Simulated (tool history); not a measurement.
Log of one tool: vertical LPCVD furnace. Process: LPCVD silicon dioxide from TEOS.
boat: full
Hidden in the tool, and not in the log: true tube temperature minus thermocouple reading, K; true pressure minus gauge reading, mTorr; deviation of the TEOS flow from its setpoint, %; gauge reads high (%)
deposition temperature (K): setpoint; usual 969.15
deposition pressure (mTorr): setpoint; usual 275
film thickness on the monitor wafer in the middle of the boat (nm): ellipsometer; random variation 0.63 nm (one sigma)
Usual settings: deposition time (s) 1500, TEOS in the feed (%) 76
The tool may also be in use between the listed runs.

run,hour,deposition temperature (K),deposition pressure (mTorr),deposition time (s),TEOS in the feed (%),wafers since the last listed run,hours since the last temperature calibration,hours since the pressure gauge was zeroed,hours since the TEOS flow controller was replaced,hours since the gauge calibration,"read-back reference wafer on the same gauge, thickness",film thickness on the monitor wafer in the middle of the boat (nm)
1,0,969.15,275,1500,76,0,4029.9,2728.8,4909.9,496.7,145.83,173.83
2,24.2,969.15,320,1500,76,279,4054.1,2753,4934.1,520.9,145.98,186.12
3,42.3,969.15,275,1500,81,209,4072.2,2771.1,4952.2,539,145.93,180.22
4,56.1,969.15,275,1500,81,159,4086,2784.9,4966,552.8,146.07,179.92
5,78,969.15,275,1500,81,253,4107.9,2806.8,4987.9,574.7,145.97,180.42
6,100.4,969.15,225,1620,76,258,4130.3,2829.2,5010.3,597.1,145.93,170.62
7,125.8,969.15,225,1620,76,293,4155.7,2854.6,5035.7,622.5,146.07,170.13
8,207,969.15,225,1500,76,938,4236.9,2935.8,5116.9,703.7,146.02,158.25
9,228.5,973.15,275,1500,76,248,4258.4,2957.3,5138.4,725.2,146.01,193.16
10,255.8,969.15,275,1500,76,315,4285.7,2984.6,5165.7,752.5,145.99,175.15
# hour 281.4: pressure gauge zeroed
# hour 287.6: TEOS flow controller replaced
11,288.1,969.15,275,1500,76,23,4318,6.7,0.5,784.8,146,174.97
12,318.1,960.15,315,1740,86,346,4348,36.7,30.5,814.8,145.94,188.47
13,342.4,969.15,275,1500,76,280,4372.3,61,54.8,839.1,145.78,175.18
14,355.8,961.15,310,1740,66,154,4385.7,74.4,68.2,852.5,146.1,167.87
15,380.9,969.15,275,1500,76,290,4410.8,99.5,93.3,877.6,145.91,175.79
# hour 410.6: thermocouples replaced and temperature profile calibrated
16,411.1,981.15,320,1170,70,71,0.5,129.7,123.5,907.8,145.92,196.71
17,426.1,964.15,235,1500,76,173,15.5,144.7,138.5,922.8,145.93,151.93
18,438.9,973.15,275,1500,65,147,28.3,157.5,151.3,935.6,146.05,187.33
19,463.6,972.15,245,1950,76,285,53,182.2,176,960.3,145.97,243.58
20,487.4,969.15,300,1500,66,275,76.8,206,199.8,984.1,145.91,179.74
21,517.1,961.15,310,1740,66,343,106.5,235.7,229.5,1013.8,145.89,175.26
# hour 560.4: thermocouples replaced and temperature profile calibrated, repeated, since the last time left the tool worse
22,560.9,964.15,240,1500,76,228,0.5,279.5,273.3,1057.6,145.9,135.68
23,569.9,974.15,275,1950,84,104,9.5,288.5,282.3,1066.6,145.88,253.32
24,584.3,961.15,275,1500,76,166,23.9,302.9,296.7,1081,146.06,136.35
# hour 589.7: gauge calibrated
25,618,962.15,235,990,90,389,57.6,336.6,330.4,28.3,146.06,92.49
26,634.5,969.15,275,1500,76,190,74.1,353.1,346.9,44.8,146.03,165.14
27,648.1,960.15,275,1500,76,157,87.7,366.7,360.5,58.4,146.02,132.33
28,680.7,969.15,240,1140,76,376,120.3,399.3,393.1,91,146.03,116.36
29,715.5,969.15,340,1950,76,402,155.1,434.1,427.9,125.8,145.96,237.7
30,743.9,969.15,275,1020,69,328,183.5,462.5,456.3,154.2,146.08,106.63
31,779,969.15,275,1500,76,405,218.6,497.6,491.4,189.3,146.19,164.11
32,797.7,969.15,225,1500,76,216,237.3,516.3,510.1,208,145.89,148.41

Some steps in film thickness on the monitor wafer in the middle of the boat (nm) between neighbouring runs. How much of each would the tool show without its hidden state too (settings, what came in, random variation), and how much is left for the hidden state, with any gauge scatter that isn't in both results?
Run 15 -> 16: deposition temperature (K) 969.15 -> 981.15, deposition pressure (mTorr) 275 -> 320, deposition time (s) 1500 -> 1170, TEOS in the feed (%) 76 -> 70, thermocouples replaced and temperature profile calibrated. film thickness on the monitor wafer in the middle of the boat (nm) +20.92: hidden state +9.87, all else +11.05.
Run 19 -> 20: deposition temperature (K) 972.15 -> 969.15, deposition pressure (mTorr) 245 -> 300, deposition time (s) 1950 -> 1500, TEOS in the feed (%) 76 -> 66. film thickness on the monitor wafer in the middle of the boat (nm) -63.84: hidden state -7.12, all else -56.72.
Run 21 -> 22: deposition temperature (K) 961.15 -> 964.15, deposition pressure (mTorr) 310 -> 240, deposition time (s) 1740 -> 1500, TEOS in the feed (%) 66 -> 76, thermocouples replaced and temperature profile calibrated, repeated, since the last time left the tool worse. film thickness on the monitor wafer in the middle of the boat (nm) -39.58: hidden state -19.93, all else -19.65.
Run 22 -> 23: deposition temperature (K) 964.15 -> 974.15, deposition pressure (mTorr) 240 -> 275, deposition time (s) 1500 -> 1950, TEOS in the feed (%) 76 -> 84. film thickness on the monitor wafer in the middle of the boat (nm) +117.64: hidden state +0.33, all else +117.31.
Run 28 -> 29: deposition pressure (mTorr) 240 -> 340, deposition time (s) 1140 -> 1950. film thickness on the monitor wafer in the middle of the boat (nm) +121.34: hidden state +0.36, all else +120.98.
Run 29 -> 30: deposition pressure (mTorr) 340 -> 275, deposition time (s) 1950 -> 1020, TEOS in the feed (%) 76 -> 69. film thickness on the monitor wafer in the middle of the boat (nm) -131.07: hidden state -0.39, all else -130.68.

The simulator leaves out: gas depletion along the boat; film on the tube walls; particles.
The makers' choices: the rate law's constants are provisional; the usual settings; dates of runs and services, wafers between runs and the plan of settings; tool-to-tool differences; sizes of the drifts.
